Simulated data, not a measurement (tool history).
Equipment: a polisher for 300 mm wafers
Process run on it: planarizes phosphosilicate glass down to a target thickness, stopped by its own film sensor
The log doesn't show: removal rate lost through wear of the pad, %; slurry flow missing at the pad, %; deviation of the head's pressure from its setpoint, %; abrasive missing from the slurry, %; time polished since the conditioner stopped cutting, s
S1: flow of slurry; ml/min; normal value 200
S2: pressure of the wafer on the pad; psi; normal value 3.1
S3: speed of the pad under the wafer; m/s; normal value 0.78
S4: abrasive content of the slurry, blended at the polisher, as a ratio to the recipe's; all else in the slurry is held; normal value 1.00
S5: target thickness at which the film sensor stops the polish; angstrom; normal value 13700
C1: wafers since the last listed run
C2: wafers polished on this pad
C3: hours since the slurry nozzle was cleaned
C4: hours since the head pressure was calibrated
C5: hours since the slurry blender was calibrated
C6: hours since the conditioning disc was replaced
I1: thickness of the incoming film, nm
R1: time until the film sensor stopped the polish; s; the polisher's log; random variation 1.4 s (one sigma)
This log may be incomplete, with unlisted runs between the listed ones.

run	day	S1	S2	S3	S4	S5	C1	C2	C3	C4	C5	C6	I1	R1
1	0.000	200	3.1	0.78	1.00	12140	0	829	294.8	154.7	339.9	411.9	1995.7	160.2
2	0.675	200	3.1	0.78	1.00	13700	139	968	311.0	170.9	356.1	428.1	1951.4	120.7
3	1.138	200	3.1	0.78	1.00	13700	95	1063	322.1	182.0	367.2	439.2	1992.5	128.3
4	1.700	200	3.1	0.78	1.00	13700	116	1180	335.6	195.5	380.7	452.7	1985.4	127.0
5	2.292	200	3.1	0.78	1.00	13700	122	1302	349.8	209.7	394.9	466.9	1973.7	127.1
# day 2.579: worn pad replaced by a new one
6	2.725	200	3.1	0.78	1.00	13700	55	30	360.2	220.1	405.3	477.3	1961.9	126.8
7	3.221	200	3.1	0.78	1.00	13700	102	132	372.1	232.0	417.2	489.2	1957.1	128.6
8	3.783	200	3.1	0.78	1.00	13700	116	248	385.6	245.5	430.7	502.7	1974.0	133.5
9	4.233	200	3.1	0.78	1.00	13700	92	341	396.4	256.3	441.5	513.5	1969.8	135.7
# day 4.329: slurry blender recalibrated
10	4.925	200	3.1	0.78	1.00	13700	125	466	413.0	272.9	14.3	530.1	2016.2	147.1
# day 6.775: slurry nozzle cleaned
11	7.154	200	2.0	0.78	1.00	13700	451	918	9.1	326.4	67.8	583.6	1947.7	155.1
12	7.596	200	3.1	0.78	1.00	11810	91	1009	19.7	337.0	78.4	594.2	1979.9	177.0
# day 7.771: conditioning disc replaced and pad reconditioned
13	8.062	200	3.1	0.78	0.85	13700	79	1088	30.9	348.2	89.6	7.0	1998.4	113.2
# day 8.825: worn pad replaced by a new one
14	8.846	200	3.1	0.64	1.00	13700	127	4	49.7	367.0	108.4	25.8	1953.5	117.2
15	9.271	200	3.1	0.78	1.00	12140	87	92	59.9	377.2	118.6	36.0	1990.8	134.9
16	9.638	155	3.1	0.88	1.25	12410	75	167	68.7	386.0	127.4	44.8	1982.2	108.6
17	10.317	200	3.1	0.78	1.00	15400	140	307	85.0	402.3	143.7	61.1	1981.2	74.8
18	10.667	200	3.1	0.78	1.00	13110	72	380	93.4	410.7	152.1	69.5	1972.9	114.8
# day 11.029: head pressure recalibrated
19	11.075	150	3.1	0.68	1.00	13700	67	447	103.2	1.1	161.9	79.3	1976.8	119.0
20	11.888	170	3.1	0.96	1.00	13700	167	614	122.7	20.6	181.4	98.8	1947.1	87.0
21	12.421	200	2.8	0.56	1.00	13700	110	724	135.5	33.4	194.2	111.6	1983.6	140.0
22	12.867	240	3.1	0.78	1.00	13700	91	816	146.2	44.1	204.9	122.3	1980.9	105.0
23	13.404	200	3.1	0.78	1.00	13700	110	927	159.1	57.0	217.8	135.2	1984.4	107.8
24	13.829	200	2.0	0.60	1.20	13700	87	1015	169.3	67.2	228.0	145.4	1996.5	154.2
25	14.433	200	2.1	0.78	1.25	13700	124	1140	183.8	81.7	242.5	159.9	1996.0	125.3
26	14.954	200	3.1	1.02	1.00	13700	107	1247	196.3	94.2	255.0	172.4	1992.5	90.5

Consider 4 possible next runs. They are alternatives, not a sequence: every one starts from the tool as it was left by run 26. What does each give?
A	14.975	200	2.8	0.78	1.00	13700	4	1251	196.8	94.7	255.5	172.9	2001.2	?
B	14.975	220	3.1	0.78	0.85	13700	4	1251	196.8	94.7	255.5	172.9	2001.2	?
C	14.975	240	3.1	0.78	0.85	11610	4	1251	196.8	94.7	255.5	172.9	2001.2	?
D	14.975	220	2.5	0.70	0.70	13700	4	1251	196.8	94.7	255.5	172.9	2001.2	?

run	R1
A	116.1
B	115.3
C	151.8
D	151.9
With no hidden state in the tool, these same runs would have given:
run	R1
A	111.5
B	110.7
C	145.9
D	146.6
